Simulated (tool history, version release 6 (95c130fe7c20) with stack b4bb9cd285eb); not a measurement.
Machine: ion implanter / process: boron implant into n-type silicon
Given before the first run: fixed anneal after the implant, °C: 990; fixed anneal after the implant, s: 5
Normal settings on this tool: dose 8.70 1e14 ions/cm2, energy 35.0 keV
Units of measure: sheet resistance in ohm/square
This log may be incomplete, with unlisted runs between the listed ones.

run   hour  dose  energy  wafers since the last listed run  hours since the last dose calibration  hours since the extraction supply was calibrated  hours since the gauge calibration  read-back reference wafer on the same gauge, sheet resistance  sheet resistance
  1    0.0  7.70    35.0                                 0                                  504.2                                            3815.5                              578.5                                                         119.20            158.67
  2   14.3  8.70    35.0                               235                                  518.5                                            3829.8                              592.8                                                         118.96            144.44
  3   49.1  8.70    35.0                               572                                  553.3                                            3864.6                              627.6                                                         119.17            143.46
  4   81.9  9.58    40.5                               539                                  586.1                                            3897.4                              660.4                                                         118.81            132.70
  5   95.9  9.58    40.5                               230                                  600.1                                            3911.4                              674.4                                                         118.79            132.28
  6  128.4  9.58    40.5                               534                                  632.6                                            3943.9                              706.9                                                         119.08            132.71
  7  157.9  8.70    35.0                               484                                  662.1                                            3973.4                              736.4                                                         118.95            143.23
  8  185.5  8.70    35.0                               453                                  689.7                                            4001.0                              764.0                                                         118.99            143.05
  9  218.0  8.70    35.0                               534                                  722.2                                            4033.5                              796.5                                                         119.01            143.69
     225.7  -- gauge calibrated
 10  246.3  8.70    35.0                               465                                  750.5                                            4061.8                               20.6                                                         119.06            141.64
 11  275.2  8.70    38.0                               475                                  779.4                                            4090.7                               49.5                                                         119.01            142.51
 12  302.6  8.70    35.0                               450                                  806.8                                            4118.1                               76.9                                                         119.29            143.14
 13  318.5  8.70    35.0                               261                                  822.7                                            4134.0                               92.8                                                         119.06            142.00
 14  353.4  8.70    35.0                               573                                  857.6                                            4168.9                              127.7                                                         119.09            145.21
 15  384.4  8.70    39.0                               509                                  888.6                                            4199.9                              158.7                                                         119.06            142.57
 16  401.2  8.70    35.0                               276                                  905.4                                            4216.7                              175.5                                                         118.82            142.73
 17  420.5  8.70    35.0                               317                                  924.7                                            4236.0                              194.8                                                         119.02            144.05
 18  434.3  7.18    40.5                               226                                  938.5                                            4249.8                              208.6                                                         118.86            167.32
 19  463.2  8.70    44.0                               475                                  967.4                                            4278.7                              237.5                                                         118.89            140.54
 20  483.5  6.61    35.0                               333                                  987.7                                            4299.0                              257.8                                                         119.02            180.30
 21  500.7  6.56    45.5                               282                                 1004.9                                            4316.2                              275.0                                                         119.17            177.26
 22  519.6  8.70    35.0                               310                                 1023.8                                            4335.1                              293.9                                                         119.08            141.81
     543.9  -- Faraday cup replaced and dose calibrated
 23  544.4  9.58    40.5                               276                                    0.5                                            4359.9                              318.7                                                         119.07            132.47

Run 24 has not been measured yet. What should we expect?
 24  606.4  8.70    35.0                              1019                                   62.5                                            4421.9                              380.7                                                              ?                 ?

{"run 24": {"read-back reference wafer on the same gauge, sheet resistance": 119.26, "sheet resistance": 141.63}}
On a tool with no hidden condition, and with the same random variation, this run would have come out at sheet resistance 141.63 ohm/square.

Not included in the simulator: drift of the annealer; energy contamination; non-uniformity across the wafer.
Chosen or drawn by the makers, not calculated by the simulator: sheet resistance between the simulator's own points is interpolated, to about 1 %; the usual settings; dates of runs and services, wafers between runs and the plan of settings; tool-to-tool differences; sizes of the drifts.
